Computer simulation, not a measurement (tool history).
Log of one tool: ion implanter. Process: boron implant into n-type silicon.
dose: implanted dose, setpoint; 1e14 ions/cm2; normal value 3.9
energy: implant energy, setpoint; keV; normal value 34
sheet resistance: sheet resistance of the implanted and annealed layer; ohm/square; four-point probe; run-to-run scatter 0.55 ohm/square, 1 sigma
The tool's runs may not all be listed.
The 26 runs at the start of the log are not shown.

| run | hour | dose | energy | read-back reference wafer on the same gauge, sheet resistance | sheet resistance |
|---|---|---|---|---|---|
| 27 | 330.4 | 3.9 | 34 | 222.04 | 236.98 |
| 28 | 336.6 | 3.9 | 28.5 | 222.11 | 240.56 |
| 29 | 349.4 | 3.09 | 23 | 222.18 | 295.01 |
| 30 | 357.8 | 4.52 | 40 | 221.94 | 209 |
| 31 | 368 | 3.25 | 43 | 222.01 | 267.93 |
| 32 | 380 | 3.09 | 23 | 222 | 294.96 |
| 33 | 391.1 | 3.9 | 34 | 221.84 | 236.97 |
| 34 | 405.3 | 3.9 | 34 | 222.01 | 236.97 |
| 35 | 419.7 | 3.9 | 34 | 221.82 | 238.08 |
| 36 | 426.4 | 5.01 | 38 | 222.06 | 192.9 |
| 37 | 443.9 | 3.9 | 26.5 | 222.14 | 241.45 |

4 options for the next run, each taken on its own from the tool as it stands now. Forecast them:
| A | 444.3 | 3.9 | 34 | ? | ? |
| B | 444.3 | 5.01 | 28.5 | ? | ? |
| C | 444.3 | 3.9 | 25.5 | ? | ? |
| D | 444.3 | 3.9 | 29 | ? | ? |

| run | read-back reference wafer on the same gauge, sheet resistance | sheet resistance |
|---|---|---|
| A | 222.26 | 236.04 |
| B | 222.26 | 196.48 |
| C | 222.26 | 242.08 |
| D | 222.26 | 239.41 |
Without the tool's hidden state the same runs would have given:
| run | sheet resistance |
|---|---|
| A | 238.4 |
| B | 198.51 |
| C | 244.52 |
| D | 241.81 |
